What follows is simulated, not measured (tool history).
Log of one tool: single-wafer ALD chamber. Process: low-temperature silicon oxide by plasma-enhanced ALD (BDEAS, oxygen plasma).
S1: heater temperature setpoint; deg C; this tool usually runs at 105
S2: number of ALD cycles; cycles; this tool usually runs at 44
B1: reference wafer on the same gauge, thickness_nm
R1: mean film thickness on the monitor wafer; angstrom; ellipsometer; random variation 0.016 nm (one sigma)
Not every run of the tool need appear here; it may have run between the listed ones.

Run 1, hour 0: usual settings but S1 116 deg C, S2 39 cycles; B1 5.576. Result: R1 53.5 angstrom.
Run 2, hour 48.8: usual settings but S1 116 deg C, S2 39 cycles; B1 5.582. Result: R1 53.53 angstrom.
Run 3, hour 89.2: usual settings but S1 96 deg C, S2 39 cycles; B1 5.578. Result: R1 56.68 angstrom.
Run 4, hour 118.2: usual settings but S1 96 deg C, S2 39 cycles; B1 5.58. Result: R1 57.22 angstrom.
Run 5, hour 189.9: usual settings but S1 96 deg C, S2 39 cycles; B1 5.576. Result: R1 57.21 angstrom.
Run 6, hour 230.4: usual settings; B1 5.576. Result: R1 62.4 angstrom.
Run 7, hour 294.3: usual settings; B1 5.581. Result: R1 61.84 angstrom.
Run 8, hour 334.9: usual settings; B1 5.58. Result: R1 61.84 angstrom.
Run 9, hour 362.1: usual settings but S2 47 cycles; B1 5.584. Result: R1 66.22 angstrom.
Run 10, hour 405.8: usual settings but S2 39 cycles; B1 5.578. Result: R1 54.94 angstrom.
Run 11, hour 434.7: usual settings but S2 39 cycles; B1 5.579. Result: R1 54.91 angstrom.
Run 12, hour 462.4: usual settings but S1 113 deg C, S2 50 cycles; B1 5.581. Result: R1 69.37 angstrom.
Run 13, hour 505.1: usual settings but S1 113 deg C, S2 50 cycles; B1 5.58. Result: R1 69.05 angstrom.
Run 14, hour 557.9: usual settings but S1 116 deg C, S2 50 cycles; B1 5.577. Result: R1 68.54 angstrom.
Run 15, hour 615.7: usual settings but S1 116 deg C, S2 50 cycles; B1 5.578. Result: R1 69.12 angstrom.
Run 16, hour 681.7: usual settings but S2 38 cycles; B1 5.577. Result: R1 53.47 angstrom.
Run 17, hour 710.1: usual settings but S1 114 deg C; B1 5.581. Result: R1 60.53 angstrom.
At hour 722: gauge calibrated.
Run 18, hour 775.8: usual settings; B1 5.58. Result: R1 61.82 angstrom.
Run 19, hour 841.4: usual settings but S1 94 deg C, S2 47 cycles; B1 5.581. Result: R1 69.59 angstrom.
Run 20, hour 879.8: usual settings but S2 50 cycles; B1 5.584. Result: R1 70.44 angstrom.
Run 21, hour 907.1: usual settings but S1 114 deg C, S2 47 cycles; B1 5.58. Result: R1 64.88 angstrom.
Run 22, hour 952.9: usual settings but S2 49 cycles; B1 5.584. Result: R1 69.18 angstrom.
Run 23, hour 1011.3: usual settings but S1 118 deg C; B1 5.579. Result: R1 60.12 angstrom.
At hour 1045.1: thermocouple changed; heater temperature recalibrated.
Run 24, hour 1065.3: usual settings but S2 36 cycles; B1 5.577. Result: R1 49.98 angstrom.
Run 25, hour 1090.1: usual settings but S1 98 deg C; B1 5.578. Result: R1 62.41 angstrom.
Run 26, hour 1297.5: usual settings; B1 5.579. Result: R1 61.31 angstrom.
Run 27, hour 1356.2: usual settings; B1 5.577. Result: R1 61.41 angstrom.
Run 28, hour 1413.6: usual settings but S1 93 deg C, S2 48 cycles; B1 5.58. Result: R1 70.06 angstrom.
Run 29, hour 1448.2: usual settings but S1 111 deg C, S2 48 cycles; B1 5.578. Result: R1 66.56 angstrom.
Run 30, hour 1501.9: usual settings but S1 112 deg C; B1 5.583. Result: R1 60.5 angstrom.
Run 31, hour 1568.6: usual settings but S1 92 deg C, S2 52 cycles; B1 5.581. Result: R1 76.62 angstrom.
Run 32, hour 1602.8: usual settings; B1 5.579. Result: R1 61.56 angstrom.
Run 33, hour 1659.5: usual settings but S1 109 deg C, S2 51 cycles; B1 5.576. Result: R1 70.95 angstrom.
Run 34, hour 1698.7: usual settings but S1 91 deg C; B1 5.579. Result: R1 65.08 angstrom.

Run-by-run hidden state of the tool:
gauge reads high (%): 0 on each run
H1: wafer temperature above the value expected at the setpoint (K)
run      H1
  1   -5.53
  2   -5.61
  3   -5.67
  4   -5.71
  5    -5.8
  6   -5.85
  7   -5.91
  8   -5.96
  9   -5.98
 10   -6.02
 11   -6.05
 12   -6.07
 13    -6.1
 14   -6.14
 15   -6.18
 16   -6.22
 17   -6.23
 18   -6.27
 19    -6.3
 20   -6.32
 21   -6.33
 22   -6.35
 23   -6.37
 24  -0.333
 25  -0.558
 26   -2.15
 27   -2.51
 28   -2.84
 29   -3.02
 30   -3.29
 31   -3.59
 32   -3.74
 33   -3.96
 34   -4.11
